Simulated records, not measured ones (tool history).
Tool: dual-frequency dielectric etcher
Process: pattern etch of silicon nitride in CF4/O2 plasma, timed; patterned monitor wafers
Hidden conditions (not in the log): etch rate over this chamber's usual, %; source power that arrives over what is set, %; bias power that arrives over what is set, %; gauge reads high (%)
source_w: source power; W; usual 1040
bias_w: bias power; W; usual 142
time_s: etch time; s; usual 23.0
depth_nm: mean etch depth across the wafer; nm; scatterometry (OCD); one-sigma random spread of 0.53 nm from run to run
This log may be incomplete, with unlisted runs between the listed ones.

run     day  source_w  bias_w  time_s  wafers since the last listed run  hours since the last wet clean  hours since the last source power generator calibration  hours since the last bias power generator calibration  hours since the last upper electrode change  hours since the gauge calibration  read-back reference wafer on the same gauge, depth_nm  depth_nm
  1   0.000      1040     142    23.0                                 0                           285.0                                                   2244.2                                                 1321.7                                       4009.5                               43.0                                                   94.0      84.4
  2   0.617      1040     142    23.0                               264                           299.8                                                   2259.0                                                 1336.5                                       4024.3                               57.8                                                   94.2      83.9
  3   1.538      1040     142    23.0                               394                           321.9                                                   2281.1                                                 1358.6                                       4046.4                               79.9                                                   94.1      85.6
  4   2.942      1040     142    23.0                               601                           355.6                                                   2314.8                                                 1392.3                                       4080.1                              113.6                                                   94.0      86.2
  5   4.108      1040     142    23.0                               499                           383.6                                                   2342.8                                                 1420.3                                       4108.1                              141.6                                                   94.0      85.5
  6   4.925      1040     135    27.0                               349                           403.2                                                   2362.4                                                 1439.9                                       4127.7                              161.2                                                   93.9      99.2
  7   5.992      1040     142    23.0                               456                           428.8                                                   2388.0                                                 1465.5                                       4153.3                              186.8                                                   94.1      86.4
      6.371  -- bias power generator calibrated
      8.146  -- wet clean of the chamber
  8   9.779      1040     142    23.0                              1122                            39.2                                                   2478.9                                                   81.8                                       4244.2                              277.7                                                   94.3      81.2
     11.104  -- upper electrode replaced, of another model than before
     11.183  -- gauge calibrated
  9  11.233      1040     142    23.0                               194                            74.1                                                   2513.8                                                  116.7                                          3.1                                1.2                                                   94.1      82.2
 10  11.829      1040     176    17.5                               255                            88.4                                                   2528.1                                                  131.0                                         17.4                               15.5                                                   94.2      71.9
 11  12.450      1040     142    23.0                               265                           103.3                                                   2543.0                                                  145.9                                         32.3                               30.4                                                   94.0      83.6
     13.138  -- source power generator calibrated
 12  13.196      1160     142    26.0                               247                           121.2                                                      1.4                                                  163.8                                         50.2                               48.3                                                   94.3     108.5
 13  13.783      1300     109    23.0                               251                           135.3                                                     15.5                                                  177.9                                         64.3                               62.4                                                   94.2      89.7
 14  14.408      1280     176    27.0                               267                           150.3                                                     30.5                                                  192.9                                         79.3                               77.4                                                   94.3     145.2
 15  17.717       800     113    21.0                              1416                           229.7                                                    109.9                                                  272.3                                        158.7                              156.8                                                   94.1      44.6

Hidden state, per run?
source power that arrives over what is set, %: 0 at every run
bias power that arrives over what is set, %: 0 at every run
gauge reads high (%): 0 at every run
H1: etch rate over this chamber's usual, %
run     H1
  1   3.81
  2      4
  3   4.27
  4   4.69
  5   5.04
  6   5.29
  7   5.61
  8  0.229
  9  0.665
 10  0.844
 11   1.03
 12   1.25
 13   1.43
 14   1.62
 15   2.61
